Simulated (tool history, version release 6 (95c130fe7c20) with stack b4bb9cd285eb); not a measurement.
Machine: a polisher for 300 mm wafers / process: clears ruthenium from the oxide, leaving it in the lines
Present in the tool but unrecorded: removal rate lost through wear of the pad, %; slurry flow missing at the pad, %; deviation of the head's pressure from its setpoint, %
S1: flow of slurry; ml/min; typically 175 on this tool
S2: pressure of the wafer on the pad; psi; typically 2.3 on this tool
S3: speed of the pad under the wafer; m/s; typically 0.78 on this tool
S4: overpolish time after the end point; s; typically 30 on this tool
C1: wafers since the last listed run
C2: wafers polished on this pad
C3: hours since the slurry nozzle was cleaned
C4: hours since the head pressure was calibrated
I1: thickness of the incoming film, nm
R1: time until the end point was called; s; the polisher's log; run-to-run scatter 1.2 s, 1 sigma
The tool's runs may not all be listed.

run 1 hour=0 | S1=175 S2=1.8 S3=0.78 S4=30 | C1=0 C2=1115 C3=130.5 C4=228.1 | I1=123.5 | R1=140.5
-- hour=19.6 worn pad replaced by a new one
run 2 hour=21.4 | S1=175 S2=1.8 S3=0.78 S4=30 | C1=133 C2=13 C3=151.9 C4=249.5 | I1=123.5 | R1=134.8
run 3 hour=32 | S1=175 S2=1.8 S3=0.78 S4=30 | C1=81 C2=94 C3=162.5 C4=260.1 | I1=123.1 | R1=133.1
run 4 hour=79.6 | S1=175 S2=2.3 S3=0.78 S4=30 | C1=364 C2=459 C3=210.1 C4=307.7 | I1=123.1 | R1=107.7
run 5 hour=89.5 | S1=175 S2=2.3 S3=0.78 S4=30 | C1=75 C2=535 C3=220 C4=317.6 | I1=124.8 | R1=109.6
run 6 hour=103.2 | S1=175 S2=2.3 S3=0.78 S4=30 | C1=105 C2=640 C3=233.7 C4=331.3 | I1=126.5 | R1=113.1
run 7 hour=151.1 | S1=175 S2=2.3 S3=0.78 S4=30 | C1=367 C2=1008 C3=281.6 C4=379.2 | I1=124.3 | R1=113.7
run 8 hour=162 | S1=175 S2=2.7 S3=0.78 S4=17 | C1=83 C2=1091 C3=292.5 C4=390.1 | I1=124.6 | R1=97.3
run 9 hour=175.2 | S1=175 S2=2.7 S3=0.78 S4=17 | C1=101 C2=1192 C3=305.7 C4=403.3 | I1=123.1 | R1=91.8
-- hour=181 worn pad replaced by a new one, of another model than before
run 10 hour=186.9 | S1=175 S2=2.7 S3=0.78 S4=17 | C1=59 C2=45 C3=317.4 C4=415 | I1=126 | R1=96.4
run 11 hour=200.6 | S1=175 S2=2.3 S3=0.78 S4=30 | C1=105 C2=150 C3=331.1 C4=428.7 | I1=124.5 | R1=107.8
run 12 hour=221.9 | S1=175 S2=2.3 S3=0.78 S4=30 | C1=163 C2=313 C3=352.4 C4=450 | I1=126.1 | R1=111.7
run 13 hour=234.4 | S1=175 S2=2.3 S3=0.78 S4=30 | C1=95 C2=409 C3=364.9 C4=462.5 | I1=125.1 | R1=107.9
run 14 hour=250.4 | S1=175 S2=2.3 S3=0.78 S4=30 | C1=122 C2=532 C3=380.9 C4=478.5 | I1=123.3 | R1=109
run 15 hour=259.9 | S1=140 S2=2.3 S3=0.78 S4=30 | C1=72 C2=605 C3=390.4 C4=488 | I1=125.2 | R1=115.3
-- hour=270.7 head pressure recalibrated
run 16 hour=271.2 | S1=230 S2=1.5 S3=1.04 S4=35 | C1=71 C2=676 C3=401.7 C4=0.5 | I1=125.4 | R1=130.5
run 17 hour=278.4 | S1=175 S2=2.3 S3=0.78 S4=30 | C1=55 C2=731 C3=408.9 C4=7.7 | I1=124.7 | R1=110.8
run 18 hour=294.9 | S1=175 S2=2.9 S3=0.78 S4=30 | C1=126 C2=858 C3=425.4 C4=24.2 | I1=123.4 | R1=92
run 19 hour=301.8 | S1=225 S2=2.3 S3=0.92 S4=16 | C1=52 C2=910 C3=432.3 C4=31.1 | I1=126.6 | R1=103.4
run 20 hour=315.3 | S1=175 S2=2.3 S3=1.04 S4=30 | C1=103 C2=1014 C3=445.8 C4=44.6 | I1=124.8 | R1=100
run 21 hour=327.2 | S1=150 S2=2.3 S3=0.78 S4=30 | C1=91 C2=1105 C3=457.7 C4=56.5 | I1=124.8 | R1=114.1
-- hour=345.4 slurry nozzle cleaned
-- hour=348.1 worn pad replaced by a new one
run 22 hour=372.4 | S1=175 S2=2.3 S3=0.78 S4=30 | C1=318 C2=186 C3=27 C4=101.7 | I1=123.1 | R1=104.2
run 23 hour=383.5 | S1=175 S2=2.3 S3=0.58 S4=30 | C1=85 C2=271 C3=38.1 C4=112.8 | I1=123.2 | R1=119.4
run 24 hour=394.5 | S1=175 S2=2.9 S3=0.78 S4=47 | C1=84 C2=355 C3=49.1 C4=123.8 | I1=126.4 | R1=93.2
run 25 hour=407.7 | S1=175 S2=2.3 S3=0.78 S4=30 | C1=101 C2=456 C3=62.3 C4=137 | I1=122.9 | R1=108.2
run 26 hour=421.3 | S1=175 S2=2 S3=0.9 S4=30 | C1=104 C2=560 C3=75.9 C4=150.6 | I1=126.5 | R1=120.6
run 27 hour=436.2 | S1=175 S2=2.3 S3=0.78 S4=30 | C1=114 C2=675 C3=90.8 C4=165.5 | I1=124.8 | R1=109.6

Each row is a separate what-if for the run after 27, all from the same tool condition, not one after another. Results?
run A hour=436.7 | S1=175 S2=3 S3=0.78 S4=30 | C1=3 C2=679 C3=91.3 C4=166 | I1=122.9 | R1=?
run B hour=436.7 | S1=175 S2=2.6 S3=0.9 S4=30 | C1=3 C2=679 C3=91.3 C4=166 | I1=122.9 | R1=?
run C hour=436.7 | S1=120 S2=1.8 S3=0.78 S4=18 | C1=3 C2=679 C3=91.3 C4=166 | I1=122.9 | R1=?

run=A R1=88.2
run=B R1=93.7
run=C R1=136.4
Without the tool's hidden state the same runs would have given:
run=A R1=84
run=B R1=89.2
run=C R1=129.8

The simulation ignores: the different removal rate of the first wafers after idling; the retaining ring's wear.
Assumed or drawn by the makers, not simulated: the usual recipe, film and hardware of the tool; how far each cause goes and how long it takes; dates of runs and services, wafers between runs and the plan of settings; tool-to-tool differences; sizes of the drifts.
